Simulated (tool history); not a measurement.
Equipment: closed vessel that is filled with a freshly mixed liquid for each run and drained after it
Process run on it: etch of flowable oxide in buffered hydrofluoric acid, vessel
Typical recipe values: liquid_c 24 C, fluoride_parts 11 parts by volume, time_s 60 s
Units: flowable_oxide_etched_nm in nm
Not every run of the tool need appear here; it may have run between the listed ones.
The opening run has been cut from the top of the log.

| run | hour | liquid_c | fluoride_parts | time_s | wafers since the last listed run | hours since the thermometer was replaced | hours since the hydrofluoric acid flow meter was replaced | hours since the gauge calibration | read-back film thickness of the flowable oxide reference wafer, read on the same gauge (nm) | flowable_oxide_etched_nm |
|---|---|---|---|---|---|---|---|---|---|---|
| 2 | 8.6 | 24 | 11 | 40 | 774 | 637.6 | 841.8 | 260.8 | 29.98 | 85.28 |
| 3 | 15.9 | 24 | 11 | 40 | 657 | 644.9 | 849.1 | 268.1 | 30 | 85.6 |
| 4 | 28.1 | 24 | 11 | 60 | 1098 | 657.1 | 861.3 | 280.3 | 30.01 | 128.51 |
| 5 | 36.2 | 24 | 11 | 60 | 729 | 665.2 | 869.4 | 288.4 | 29.99 | 127.45 |
|  | 38.2 | gauge calibrated |
| 6 | 46.4 | 24 | 11 | 60 | 918 | 675.4 | 879.6 | 8.2 | 30.01 | 127.64 |
| 7 | 55.3 | 24 | 9.5 | 60 | 801 | 684.3 | 888.5 | 17.1 | 30.01 | 147.48 |
| 8 | 66.1 | 24 | 9.5 | 60 | 972 | 695.1 | 899.3 | 27.9 | 29.98 | 145.98 |
| 9 | 80.7 | 24 | 13.5 | 45 | 1314 | 709.7 | 913.9 | 42.5 | 29.99 | 77.48 |
| 10 | 92.8 | 24 | 13.5 | 45 | 1089 | 721.8 | 926 | 54.6 | 30.01 | 77.23 |
| 11 | 109.9 | 26 | 11 | 60 | 1539 | 738.9 | 943.1 | 71.7 | 30 | 140.84 |
| 12 | 140 | 26 | 11 | 60 | 2710 | 769 | 973.2 | 101.8 | 30.02 | 140.29 |
| 13 | 156.9 | 24 | 7.5 | 60 | 1521 | 785.9 | 990.1 | 118.7 | 30.01 | 178.25 |
| 14 | 163.3 | 21 | 11 | 60 | 576 | 792.3 | 996.5 | 125.1 | 29.99 | 106.02 |
| 15 | 177.3 | 21 | 11 | 60 | 1260 | 806.3 | 1010.5 | 139.1 | 30.01 | 106.1 |
| 16 | 214.3 | 24 | 11 | 60 | 3332 | 843.3 | 1047.5 | 176.1 | 29.99 | 123.83 |
| 17 | 221.9 | 24 | 14 | 40 | 684 | 850.9 | 1055.1 | 183.7 | 30 | 64.93 |

Run 18, settings as shown, results not yet in. Your forecast:
| 18 | 237.7 | 24 | 8 | 85 | 1422 | 866.7 | 1070.9 | 199.5 | ? | ? |

Logged for run 18: read-back film thickness of the flowable oxide reference wafer, read on the same gauge (nm) 30.01, flowable_oxide_etched_nm 229.58 nm.
Were there no unlogged condition in the tool, this run, its random variation unchanged, would have produced flowable_oxide_etched_nm 279.04 nm.

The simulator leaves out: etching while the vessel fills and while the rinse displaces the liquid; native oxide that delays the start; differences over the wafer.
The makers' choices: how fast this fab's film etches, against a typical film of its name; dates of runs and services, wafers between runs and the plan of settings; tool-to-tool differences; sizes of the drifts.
